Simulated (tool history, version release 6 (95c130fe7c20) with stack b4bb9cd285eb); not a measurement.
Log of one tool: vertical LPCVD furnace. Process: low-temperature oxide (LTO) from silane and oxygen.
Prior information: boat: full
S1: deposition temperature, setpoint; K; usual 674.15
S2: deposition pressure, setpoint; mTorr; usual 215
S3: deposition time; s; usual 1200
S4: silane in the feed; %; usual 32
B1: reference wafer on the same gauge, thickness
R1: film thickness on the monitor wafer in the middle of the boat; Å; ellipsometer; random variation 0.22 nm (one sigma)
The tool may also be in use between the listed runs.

run 1 day=0 | S1=674.15 S2=195 S3=1200 S4=32 | B1=129.98 | R1=1252.5
run 2 day=0.579 | S1=674.15 S2=195 S3=1200 S4=32 | B1=130.01 | R1=1255.4
run 3 day=0.946 | S1=674.15 S2=215 S3=1200 S4=32 | B1=129.92 | R1=1382
run 4 day=1.617 | S1=674.15 S2=215 S3=1200 S4=32 | B1=129.98 | R1=1379.1
run 5 day=2.275 | S1=674.15 S2=215 S3=1530 S4=32 | B1=129.89 | R1=1759
run 6 day=2.625 | S1=674.15 S2=215 S3=1530 S4=32 | B1=129.99 | R1=1758.4
run 7 day=2.888 | S1=670.15 S2=215 S3=1200 S4=32 | B1=129.92 | R1=1317.1
run 8 day=3.183 | S1=670.15 S2=215 S3=1200 S4=32 | B1=129.88 | R1=1319
run 9 day=3.558 | S1=670.15 S2=215 S3=1200 S4=32 | B1=130.03 | R1=1318.6
-- day=4.817 pressure gauge zeroed
run 10 day=4.838 | S1=674.15 S2=215 S3=1200 S4=32 | B1=130.01 | R1=1376
run 11 day=5.004 | S1=674.15 S2=215 S3=1200 S4=37 | B1=129.95 | R1=1691.4
run 12 day=5.625 | S1=674.15 S2=215 S3=1200 S4=32 | B1=130.08 | R1=1377.3
run 13 day=5.9 | S1=674.15 S2=215 S3=1200 S4=32 | B1=130.01 | R1=1374.6
-- day=7.083 thermocouples replaced and temperature profile calibrated
run 14 day=7.104 | S1=674.15 S2=165 S3=960 S4=29 | B1=129.96 | R1=728.4
run 15 day=7.271 | S1=674.15 S2=215 S3=1530 S4=32 | B1=130.11 | R1=1756.2
run 16 day=7.433 | S1=674.15 S2=215 S3=1200 S4=32 | B1=129.93 | R1=1378.3
run 17 day=7.6 | S1=674.15 S2=215 S3=1200 S4=32 | B1=129.98 | R1=1376
run 18 day=8.221 | S1=674.15 S2=250 S3=1050 S4=32 | B1=130.01 | R1=1404.6
run 19 day=8.508 | S1=674.15 S2=215 S3=1440 S4=32 | B1=130 | R1=1649.7
run 20 day=9.167 | S1=669.15 S2=195 S3=780 S4=36 | B1=129.95 | R1=904.9
-- day=9.433 gauge calibrated
-- day=10.521 silane flow controller replaced
run 21 day=10.542 | S1=674.15 S2=215 S3=1410 S4=32 | B1=130.01 | R1=1726
run 22 day=10.708 | S1=683.15 S2=215 S3=1560 S4=37 | B1=129.97 | R1=2567.3
run 23 day=10.875 | S1=674.15 S2=230 S3=900 S4=32 | B1=129.89 | R1=1177.7
run 24 day=11.038 | S1=670.15 S2=215 S3=1200 S4=32 | B1=130.01 | R1=1401.5
run 25 day=12.942 | S1=685.15 S2=175 S3=1200 S4=27 | B1=130 | R1=1061.3
run 26 day=13.433 | S1=674.15 S2=215 S3=1560 S4=32 | B1=129.95 | R1=1909.8

4 options for the next run, each taken on its own from the tool as it stands now. Forecast them:
run A day=13.604 | S1=674.15 S2=215 S3=1200 S4=32 | B1=? | R1=?
run B day=13.604 | S1=663.15 S2=240 S3=1200 S4=32 | B1=? | R1=?
run C day=13.604 | S1=668.15 S2=215 S3=1200 S4=32 | B1=? | R1=?
run D day=13.604 | S1=670.15 S2=175 S3=870 S4=34 | B1=? | R1=?

run=A B1=129.93 R1=1473.1
run=B B1=129.93 R1=1442.5
run=C B1=129.93 R1=1372.5
run=D B1=129.93 R1=901.9
The same runs, with their run-to-run variation unchanged, on a tool lacking any hidden condition would have given:
run=A R1=1454.2
run=B R1=1423.6
run=C R1=1354.7
run=D R1=891

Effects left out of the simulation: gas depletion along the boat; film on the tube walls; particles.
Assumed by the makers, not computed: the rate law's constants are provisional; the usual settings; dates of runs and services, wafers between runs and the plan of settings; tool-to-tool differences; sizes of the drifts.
